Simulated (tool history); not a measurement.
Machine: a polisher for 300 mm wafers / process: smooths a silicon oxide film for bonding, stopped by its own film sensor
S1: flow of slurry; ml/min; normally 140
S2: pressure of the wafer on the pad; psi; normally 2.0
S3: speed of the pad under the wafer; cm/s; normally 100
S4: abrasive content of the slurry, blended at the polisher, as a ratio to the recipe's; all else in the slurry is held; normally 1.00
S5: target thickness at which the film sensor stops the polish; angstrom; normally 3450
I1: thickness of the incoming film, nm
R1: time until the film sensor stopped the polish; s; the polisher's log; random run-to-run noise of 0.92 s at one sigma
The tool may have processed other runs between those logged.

run	day	S1	S2	S3	S4	S5	I1	R1
1	0.000	140	2.0	100	1.00	3450	414.1	87.0
2	0.733	140	2.0	100	1.00	3450	421.4	98.8
3	1.188	140	2.0	100	0.90	3450	417.8	98.3
4	1.904	140	2.0	120	1.00	3450	425.6	95.9
5	2.517	140	2.0	120	1.00	3450	426.7	99.0
6	3.154	140	2.0	120	1.00	3450	423.7	100.7
7	3.508	140	2.0	100	1.00	3450	427.7	117.9
8	4.071	140	1.8	78	0.75	3190	419.4	177.4
9	4.704	90	2.3	100	1.00	3450	413.9	78.2
10	5.292	140	2.0	100	1.20	3450	425.4	93.8
11	5.833	140	2.0	100	1.00	3450	425.6	100.4
12	6.329	125	2.0	116	1.00	3450	421.2	90.6
13	6.742	140	2.0	100	1.00	3450	416.9	90.6
14	7.379	140	2.0	100	1.20	3330	426.4	111.5

Put back what was entered between runs (5 entries, withheld): which listed runs does each sit between, and how does the hidden state differ from the listed run before to the listed run after?
Between runs 4 and 5: slurry blender recalibrated (day 2.346)
  removal rate lost through wear of the pad, %: 7.5 -> 8.52
  measured value less the no-hidden-state value, R1: +7.2 -> +8.4 s
Between runs 5 and 6: worn pad replaced by a new one (day 2.883)
  removal rate lost through wear of the pad, %: 8.52 -> 13.9
  measured value less the no-hidden-state value, R1: +8.4 -> +14.0 s
Between runs 6 and 7: head pressure recalibrated (day 3.362)
  removal rate lost through wear of the pad, %: 13.9 -> 14.4
  measured value less the no-hidden-state value, R1: +14.0 -> +17.0 s
Between runs 7 and 8: worn pad replaced by a new one, repeated, since the last time left the tool worse (day 3.783)
  removal rate lost through wear of the pad, %: 14.4 -> 0.707
  measured value less the no-hidden-state value, R1: +17.0 -> +1.2 s
Between runs 9 and 10: slurry nozzle cleaned (day 5.150)
  removal rate lost through wear of the pad, %: 1.76 -> 2.73
  measured value less the no-hidden-state value, R1: +1.4 -> +2.5 s
